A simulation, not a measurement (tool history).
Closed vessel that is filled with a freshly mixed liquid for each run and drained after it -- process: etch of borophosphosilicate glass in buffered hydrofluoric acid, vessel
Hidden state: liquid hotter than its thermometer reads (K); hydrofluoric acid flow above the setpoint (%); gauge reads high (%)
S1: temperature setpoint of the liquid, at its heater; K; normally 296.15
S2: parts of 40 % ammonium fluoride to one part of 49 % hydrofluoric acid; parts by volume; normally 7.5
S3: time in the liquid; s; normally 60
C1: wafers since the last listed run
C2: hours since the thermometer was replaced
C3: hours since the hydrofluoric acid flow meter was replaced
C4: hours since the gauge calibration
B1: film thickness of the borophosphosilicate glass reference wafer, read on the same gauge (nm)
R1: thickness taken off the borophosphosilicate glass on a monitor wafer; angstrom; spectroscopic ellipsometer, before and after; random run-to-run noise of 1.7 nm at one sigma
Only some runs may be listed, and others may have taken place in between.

| run | hour | S1 | S2 | S3 | C1 | C2 | C3 | C4 | B1 | R1 |
|---|---|---|---|---|---|---|---|---|---|---|
| 1 | 0 | 296.15 | 7.5 | 60 | 0 | 492 | 746.1 | 192.4 | 130.02 | 1972.5 |
| 2 | 15.6 | 296.15 | 7.5 | 60 | 1255 | 507.6 | 761.7 | 208 | 130.01 | 1992.2 |
| 3 | 27 | 296.15 | 7.5 | 60 | 917 | 519 | 773.1 | 219.4 | 129.98 | 1973.6 |
| 4 | 38.4 | 296.15 | 7.5 | 60 | 917 | 530.4 | 784.5 | 230.8 | 129.99 | 1991.2 |
| 5 | 50.7 | 296.15 | 7.5 | 60 | 990 | 542.7 | 796.8 | 243.1 | 130.03 | 1995.3 |
| 6 | 65.9 | 296.15 | 7.5 | 60 | 1223 | 557.9 | 812 | 258.3 | 130 | 2018.8 |
| 7 | 83.9 | 292.15 | 7.5 | 60 | 1448 | 575.9 | 830 | 276.3 | 130.01 | 1586.3 |
| 8 | 100.7 | 296.15 | 7.5 | 60 | 1352 | 592.7 | 846.8 | 293.1 | 130 | 1995.5 |
| 9 | 114.7 | 296.15 | 7.5 | 60 | 1126 | 606.7 | 860.8 | 307.1 | 129.99 | 1978.8 |
| 10 | 123.1 | 298.15 | 7.5 | 60 | 676 | 615.1 | 869.2 | 315.5 | 130.03 | 2236.1 |
| 11 | 135.9 | 298.15 | 7.5 | 60 | 1030 | 627.9 | 882 | 328.3 | 129.99 | 2221.9 |
| 12 | 144.7 | 296.15 | 7.5 | 50 | 708 | 636.7 | 890.8 | 337.1 | 130.03 | 1662.2 |
| 13 | 159 | 296.15 | 7.5 | 50 | 1151 | 651 | 905.1 | 351.4 | 129.97 | 1671.6 |
| 14 | 172 | 296.15 | 7.5 | 50 | 1046 | 664 | 918.1 | 364.4 | 130 | 1658.3 |
|  | 176.7 | thermometer replaced |
| 15 | 179.2 | 296.15 | 7.5 | 60 | 499 | 2.5 | 925.3 | 371.6 | 129.98 | 2212 |
| 16 | 192.5 | 298.15 | 7.5 | 35 | 1070 | 15.8 | 938.6 | 384.9 | 129.99 | 1404.4 |
| 17 | 246.3 | 298.65 | 8.5 | 35 | 4330 | 69.6 | 992.4 | 438.7 | 129.99 | 1290.2 |
|  | 261.2 | hydrofluoric acid flow meter replaced |
| 18 | 261.7 | 297.65 | 5.5 | 45 | 1159 | 85 | 0.5 | 454.1 | 130.02 | 2386.3 |
|  | 270.1 | thermometer replaced, repeated, since the last time left the tool worse |
| 19 | 275.4 | 300.15 | 5.5 | 60 | 1022 | 5.3 | 14.2 | 467.8 | 130.02 | 3120.4 |

The next listed run, before its measurement:
| 20 | 291.7 | 298.15 | 10 | 60 | 1312 | 21.6 | 30.5 | 484.1 | ? | ? |

{"run 20": {"B1": 130.02, "R1": 1622.5}}
The same run, on a tool lacking any hidden state, would have yielded R1 1605.2 angstrom.
